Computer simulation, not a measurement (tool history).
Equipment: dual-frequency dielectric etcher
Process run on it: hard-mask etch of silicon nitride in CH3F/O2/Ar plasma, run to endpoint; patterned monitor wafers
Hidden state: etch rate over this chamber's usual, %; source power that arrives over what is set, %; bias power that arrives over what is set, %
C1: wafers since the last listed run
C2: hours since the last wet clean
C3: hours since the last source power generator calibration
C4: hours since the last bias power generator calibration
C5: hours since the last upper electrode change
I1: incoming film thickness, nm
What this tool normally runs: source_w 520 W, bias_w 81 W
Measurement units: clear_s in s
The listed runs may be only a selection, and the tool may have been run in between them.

Run 1, hour 0.0: usual settings but bias_w 68 W; C1 0; C2 360.0; C3 2060.7; C4 1705.7; C5 2175.9; I1 50.3. Result: clear_s 71.7 s.
Run 2, hour 14.6: usual settings but source_w 610 W; C1 101; C2 374.6; C3 2075.3; C4 1720.3; C5 2190.5; I1 50.9. Result: clear_s 63.6 s.
Run 3, hour 31.3: usual settings but source_w 610 W; C1 115; C2 391.3; C3 2092.0; C4 1737.0; C5 2207.2; I1 49.9. Result: clear_s 62.8 s.
Run 4, hour 42.1: usual settings but source_w 610 W; C1 74; C2 402.1; C3 2102.8; C4 1747.8; C5 2218.0; I1 49.9. Result: clear_s 62.6 s.
Run 5, hour 55.4: usual settings; C1 92; C2 415.4; C3 2116.1; C4 1761.1; C5 2231.3; I1 49.7. Result: clear_s 66.5 s.
Run 6, hour 64.5: usual settings; C1 63; C2 424.5; C3 2125.2; C4 1770.2; C5 2240.4; I1 50.3. Result: clear_s 67.2 s.
Run 7, hour 72.5: usual settings; C1 55; C2 432.5; C3 2133.2; C4 1778.2; C5 2248.4; I1 50.0. Result: clear_s 66.6 s.
Run 8, hour 84.9: usual settings; C1 86; C2 444.9; C3 2145.6; C4 1790.6; C5 2260.8; I1 50.6. Result: clear_s 67.9 s.
Run 9, hour 96.2: usual settings; C1 78; C2 456.2; C3 2156.9; C4 1801.9; C5 2272.1; I1 50.6. Result: clear_s 67.9 s.
Run 10, hour 113.7: usual settings; C1 121; C2 473.7; C3 2174.4; C4 1819.4; C5 2289.6; I1 50.1. Result: clear_s 67.0 s.
At hour 152.3: upper electrode replaced.
At hour 155.7: bias power generator calibrated.
Run 11, hour 156.2: usual settings; C1 104; C2 516.2; C3 2216.9; C4 0.5; C5 3.9; I1 50.6. Result: clear_s 67.9 s.
Run 12, hour 156.6: usual settings; C1 2; C2 516.6; C3 2217.3; C4 0.9; C5 4.3; I1 50.6. Result: clear_s 68.4 s.
Run 13, hour 162.5: usual settings but source_w 610 W; C1 40; C2 522.5; C3 2223.2; C4 6.8; C5 10.2; I1 50.1. Result: clear_s 64.0 s.
Run 14, hour 168.6: usual settings but source_w 560 W, bias_w 75 W; C1 42; C2 528.6; C3 2229.3; C4 12.9; C5 16.3; I1 50.0. Result: clear_s 67.4 s.
At hour 194.3: wet clean of the chamber.
Run 15, hour 194.8: usual settings but source_w 480 W; C1 15; C2 0.5; C3 2255.5; C4 39.1; C5 42.5; I1 50.4. Result: clear_s 62.6 s.
Run 16, hour 195.2: usual settings but source_w 590 W, bias_w 97 W; C1 2; C2 0.9; C3 2255.9; C4 39.5; C5 42.9; I1 50.2. Result: clear_s 54.6 s.
Run 17, hour 204.2: usual settings; C1 62; C2 9.9; C3 2264.9; C4 48.5; C5 51.9; I1 50.8. Result: clear_s 61.5 s.
Run 18, hour 221.7: usual settings but source_w 400 W, bias_w 93 W; C1 121; C2 27.4; C3 2282.4; C4 66.0; C5 69.4; I1 50.4. Result: clear_s 64.3 s.
At hour 245.8: wet clean of the chamber, repeated, since the last time left the tool worse.
Run 19, hour 246.3: usual settings but source_w 400 W, bias_w 99 W; C1 4; C2 0.5; C3 2307.0; C4 90.6; C5 94.0; I1 50.6. Result: clear_s 67.1 s.
At hour 255.7: source power generator calibrated.
Run 20, hour 282.9: usual settings; C1 226; C2 37.1; C3 27.2; C4 127.2; C5 130.6; I1 50.8. Result: clear_s 66.2 s.
Run 21, hour 319.2: usual settings but source_w 400 W, bias_w 63 W; C1 251; C2 73.4; C3 63.5; C4 163.5; C5 166.9; I1 50.2. Result: clear_s 78.9 s.
Run 22, hour 332.8: usual settings but source_w 440 W; C1 94; C2 87.0; C3 77.1; C4 177.1; C5 180.5; I1 50.2. Result: clear_s 69.8 s.
Run 23, hour 343.9: usual settings but bias_w 101 W; C1 77; C2 98.1; C3 88.2; C4 188.2; C5 191.6; I1 49.9. Result: clear_s 60.2 s.
Run 24, hour 352.3: usual settings but source_w 630 W, bias_w 73 W; C1 58; C2 106.5; C3 96.6; C4 196.6; C5 200.0; I1 50.8. Result: clear_s 64.5 s.
Run 25, hour 369.5: usual settings but source_w 550 W, bias_w 101 W; C1 119; C2 123.7; C3 113.8; C4 213.8; C5 217.2; I1 50.3. Result: clear_s 59.6 s.

Same runs, no hidden state in the tool, same run-to-run variation:
run  clear_s
  1     69.9
  2     61.9
  3     61.0
  4     60.9
  5     64.6
  6     65.2
  7     64.6
  8     65.8
  9     65.7
 10     64.8
 11     65.5
 12     66.0
 13     61.7
 14     65.0
 15     66.9
 16     58.3
 17     65.7
 18     68.6
 19     66.8
 20     65.8
 21     78.2
 22     69.1
 23     59.5
 24     63.8
 25     58.8
